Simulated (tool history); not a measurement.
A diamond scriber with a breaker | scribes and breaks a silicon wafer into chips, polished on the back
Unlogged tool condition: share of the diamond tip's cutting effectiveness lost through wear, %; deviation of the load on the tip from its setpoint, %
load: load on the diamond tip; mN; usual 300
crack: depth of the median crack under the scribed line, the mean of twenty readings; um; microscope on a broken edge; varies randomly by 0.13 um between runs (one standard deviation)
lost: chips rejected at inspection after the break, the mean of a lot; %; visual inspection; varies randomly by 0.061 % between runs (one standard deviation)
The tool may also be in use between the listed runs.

run,hour,load,wafers since the last listed run,hours since the diamond tip was replaced,hours since the load on the tip was calibrated,"incoming depth of the damage left on the back of the incoming wafer, um",crack,lost
1,0.0,300,0,406.1,75.4,0.04,8.71,0.76
2,85.5,300,162,491.6,160.9,0.05,8.62,0.89
3,139.9,300,103,546.0,215.3,0.05,8.53,0.79
4,178.2,268,72,584.3,253.6,0.05,7.80,1.57
5,249.8,268,136,655.9,325.2,0.03,7.76,1.54
6,281.4,268,60,687.5,356.8,0.03,7.74,1.45
7,352.8,300,135,758.9,428.2,0.02,8.98,0.86
8,394.3,300,78,800.4,469.7,0.03,8.86,1.13
9,422.1,300,52,828.2,497.5,0.01,8.72,1.03
10,493.1,300,135,899.2,568.5,0.04,8.90,1.03
# hour 495.9: diamond tip replaced by a new one
11,563.4,300,129,67.5,638.8,0.02,8.87,1.28
12,634.2,262,134,138.3,709.6,0.03,8.12,0.95
# hour 668.8: load on the tip recalibrated
13,697.8,259,117,201.9,29.0,0.01,7.90,2.25
14,744.0,350,87,248.1,75.2,0.04,9.66,2.38
15,769.9,253,49,274.0,101.1,0.04,7.68,2.82
16,812.1,378,80,316.2,143.3,0.04,10.38,4.72
17,864.5,389,99,368.6,195.7,0.02,10.42,5.51
18,920.3,233,106,424.4,251.5,0.03,7.19,5.28
19,968.7,344,92,472.8,299.9,0.03,9.63,2.46
20,995.3,339,50,499.4,326.5,0.05,9.81,2.01

What will run 21 give?
21,1039.4,300,83,543.5,370.6,0.03,?,?

crack: 8.63 um
lost: 0.79 %
If the tool had no hidden condition, the same run with the same run-to-run variation would have returned crack 8.44 um, lost 0.73 %.
